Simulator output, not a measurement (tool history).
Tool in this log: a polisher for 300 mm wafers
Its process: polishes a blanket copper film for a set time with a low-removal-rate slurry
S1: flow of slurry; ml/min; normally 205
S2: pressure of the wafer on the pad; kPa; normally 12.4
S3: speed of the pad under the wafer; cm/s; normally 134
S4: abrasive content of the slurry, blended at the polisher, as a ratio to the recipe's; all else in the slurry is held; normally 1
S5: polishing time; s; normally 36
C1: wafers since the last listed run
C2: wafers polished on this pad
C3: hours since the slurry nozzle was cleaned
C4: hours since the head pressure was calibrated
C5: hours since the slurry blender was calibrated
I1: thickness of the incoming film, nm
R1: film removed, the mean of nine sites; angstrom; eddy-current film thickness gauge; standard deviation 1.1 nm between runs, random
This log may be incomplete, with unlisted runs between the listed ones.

Run 1, day 0: usual settings; C1 0; C2 463; C3 393.8; C4 899.9; C5 52.5; I1 1419.1. Result: R1 711 angstrom.
At day 0.925: worn pad replaced by a new one.
Run 2, day 0.946: usual settings; C1 165; C2 4; C3 416.5; C4 922.6; C5 75.2; I1 1432.8. Result: R1 787 angstrom.
Run 3, day 2.179: usual settings; C1 261; C2 265; C3 446.1; C4 952.2; C5 104.8; I1 1425.6. Result: R1 699 angstrom.
Run 4, day 3.2: usual settings; C1 216; C2 481; C3 470.6; C4 976.7; C5 129.3; I1 1417.1. Result: R1 675 angstrom.
At day 4.129: worn pad replaced by a new one.
Run 5, day 4.321: usual settings; C1 202; C2 40; C3 497.5; C4 1003.6; C5 156.2; I1 1411.9. Result: R1 764 angstrom.
Run 6, day 5.467: usual settings but S2 14.5 kPa; C1 242; C2 283; C3 525; C4 1031.1; C5 183.7; I1 1429.1. Result: R1 822 angstrom.
Run 7, day 6.262: usual settings but S2 14.5 kPa; C1 168; C2 451; C3 544.1; C4 1050.2; C5 202.8; I1 1437.4. Result: R1 787 angstrom.
At day 6.321: slurry nozzle cleaned.
At day 6.792: slurry blender recalibrated.
At day 7.262: worn pad replaced by a new one.
Run 8, day 7.283: usual settings but S4 0.8; C1 154; C2 4; C3 23.1; C4 1074.7; C5 11.8; I1 1447.5. Result: R1 750 angstrom.
Run 9, day 7.696: usual settings but S5 28 s; C1 87; C2 91; C3 33; C4 1084.6; C5 21.7; I1 1397.1. Result: R1 593 angstrom.
Run 10, day 8.492: usual settings; C1 168; C2 260; C3 52.1; C4 1103.7; C5 40.8; I1 1405.4. Result: R1 718 angstrom.
Run 11, day 9.188: usual settings; C1 147; C2 407; C3 68.8; C4 1120.4; C5 57.5; I1 1443.6. Result: R1 725 angstrom.
At day 9.55: head pressure recalibrated.
At day 10.092: worn pad replaced by a new one.
Run 12, day 10.625: usual settings but S3 118 cm/s; C1 251; C2 113; C3 103.3; C4 25.8; C5 92; I1 1436.7. Result: R1 677 angstrom.
Run 13, day 11.438: usual settings; C1 172; C2 285; C3 122.8; C4 45.3; C5 111.5; I1 1444.7. Result: R1 715 angstrom.
Run 14, day 12.938: usual settings but S5 27 s; C1 317; C2 602; C3 158.8; C4 81.3; C5 147.5; I1 1404.5. Result: R1 507 angstrom.
At day 13.554: worn pad replaced by a new one.
Run 15, day 13.921: usual settings but S4 1.15; C1 172; C2 77; C3 182.4; C4 104.9; C5 171.1; I1 1430.6. Result: R1 796 angstrom.
Run 16, day 15.15: usual settings but S1 230 ml/min, S2 15.9 kPa, S5 48 s; C1 260; C2 337; C3 211.9; C4 134.4; C5 200.6; I1 1393.7. Result: R1 1161 angstrom.
Run 17, day 16.054: usual settings but S1 265 ml/min, S3 172 cm/s, S4 1.25; C1 191; C2 529; C3 233.6; C4 156.1; C5 222.3; I1 1422.9. Result: R1 881 angstrom.

Give the tool's hidden conditions for every run:
slurry flow missing at the pad, %: 0 on each run
deviation of the head's pressure from its setpoint, %: 0 on each run
abrasive missing from the slurry, %: 0 on each run
H1: removal rate lost through wear of the pad, %
run     H1
  1   11.3
  2   2.44
  3   10.9
  4   13.3
  5   3.28
  6   10.2
  7   12.1
  8  0.653
  9   4.61
 10   9.03
 11   10.9
 12   6.69
 13   10.8
 14   13.5
 15   4.02
 16   10.1
 17   11.8

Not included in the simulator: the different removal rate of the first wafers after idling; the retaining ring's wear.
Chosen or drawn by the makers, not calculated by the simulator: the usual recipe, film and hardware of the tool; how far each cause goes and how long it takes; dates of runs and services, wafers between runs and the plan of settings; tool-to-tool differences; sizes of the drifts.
